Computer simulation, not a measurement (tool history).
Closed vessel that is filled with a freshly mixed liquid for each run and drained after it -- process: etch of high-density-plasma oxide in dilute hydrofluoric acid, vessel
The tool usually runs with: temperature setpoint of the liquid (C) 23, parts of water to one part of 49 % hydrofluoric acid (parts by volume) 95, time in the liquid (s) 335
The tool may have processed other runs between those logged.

run	hour	temperature setpoint of the liquid (C)	parts of water to one part of 49 % hydrofluoric acid (parts by volume)	time in the liquid (s)	wafers since the last listed run	hours since the thermometer was replaced	hours since the hydrofluoric acid flow meter was replaced	hours since the gauge calibration	read-back film thickness of the high-density-plasma oxide reference wafer, read on the same gauge (nm)	thickness taken off the high-density-plasma oxide on a monitor wafer (angstrom)
1	0	23	95	335	0	45.9	1266.8	1369.3	71.01	216.8
2	100	23	95	335	9258	145.9	1366.8	1469.3	71.15	218.6
# hour 326.9: hydrofluoric acid flow meter replaced
3	353.7	23	120	235	23395	399.6	26.8	1723	71.59	119.3
4	428.7	23	120	235	6943	474.6	101.8	1798	71.79	118.9
5	485.9	23	110	335	5295	531.8	159	1855.2	71.83	187.6
6	550.9	23	110	335	6017	596.8	224	1920.2	71.97	186.3
# hour 571.3: gauge calibrated
# hour 583: thermometer replaced
7	629.1	23	110	335	7147	46.1	302.2	57.8	70.27	183.2
8	735.3	23	95	335	9832	152.3	408.4	164	70.25	215.1
9	789.4	18	95	335	5008	206.4	462.5	218.1	70.27	175.9
10	875.7	21.5	125	445	7989	292.7	548.8	304.4	70.31	196.6
11	925.9	20.5	55	420	4647	342.9	599	354.6	70.3	438.7
12	1009.1	21	135	335	7702	426.1	682.2	437.8	70.34	133.6
13	1091.7	26.5	75	335	7647	508.7	764.8	520.4	70.39	320.9
14	1197.8	26.5	60	225	9822	614.8	870.9	626.5	70.42	277.5
# hour 1279.4: thermometer replaced
15	1285.5	28	95	410	8026	6.1	958.6	714.2	70.57	322.4
16	1362.8	19	135	215	7156	83.4	1035.9	791.5	70.55	79.7
17	1430.1	23	95	335	6230	150.7	1103.2	858.8	70.68	216.8
18	1509.4	23	95	335	7341	230	1182.5	938.1	70.73	216.5
19	1566.3	23	95	335	5267	286.9	1239.4	995	70.82	219
20	1659.9	23	95	335	8665	380.5	1333	1088.6	70.89	216.9
21	1699.7	26.5	140	335	3684	420.3	1372.8	1128.4	70.9	159.4
# hour 1725.9: hydrofluoric acid flow meter replaced
22	1739.8	23	115	335	3619	460.4	13.9	1168.5	71.01	175.2
23	1838.7	19.5	80	190	9156	559.3	112.8	1267.4	71.11	129.7
24	1884.5	23	115	180	4240	605.1	158.6	1313.2	71.18	94.9
# hour 1955.7: thermometer replaced
25	1986.8	23	55	205	9378	31.1	260.9	1415.5	71.32	242.4
26	2040.2	19.5	140	335	4943	84.5	314.3	1468.9	71.47	122.3
27	2118.8	23	135	335	7276	163.1	392.9	1547.5	71.56	147.6
28	2218.9	26.5	50	475	9267	263.2	493	1647.6	71.8	728
29	2295.5	23	95	335	7091	339.8	569.6	1724.2	71.94	219.1
30	2362.3	25	70	335	6184	406.6	636.4	1791	72.05	338.2
31	2434.7	27	95	455	6702	479	708.8	1863.4	72.21	353.6

Selected run-to-run steps in thickness taken off the high-density-plasma oxide on a monitor wafer (angstrom), each split into two signed amounts: the part the tool would show with no hidden state at all (from settings, incoming material and random variation), and the remainder, which goes to the hidden state together with any gauge scatter not common to the measured and the hidden-state-free results:
Hidden state at play: liquid colder than its thermometer reads (K); hydrofluoric acid flow below the setpoint (%); gauge reads high (%).
Run 6 -> 7: gauge calibrated, thermometer replaced. thickness taken off the high-density-plasma oxide on a monitor wafer (angstrom) -3.1: hidden state -4.6, all else +1.5.
Run 11 -> 12: temperature setpoint of the liquid (C) 20.5 -> 21, parts of water to one part of 49 % hydrofluoric acid (parts by volume) 55 -> 135, time in the liquid (s) 420 -> 335. thickness taken off the high-density-plasma oxide on a monitor wafer (angstrom) -305.1: hidden state -1.3, all else -303.8.
Run 27 -> 28: temperature setpoint of the liquid (C) 23 -> 26.5, parts of water to one part of 49 % hydrofluoric acid (parts by volume) 135 -> 50, time in the liquid (s) 335 -> 475. thickness taken off the high-density-plasma oxide on a monitor wafer (angstrom) +580.4: hidden state +14.6, all else +565.8.
Run 28 -> 29: temperature setpoint of the liquid (C) 26.5 -> 23, parts of water to one part of 49 % hydrofluoric acid (parts by volume) 50 -> 95, time in the liquid (s) 475 -> 335. thickness taken off the high-density-plasma oxide on a monitor wafer (angstrom) -508.9: hidden state -12.1, all else -496.8.
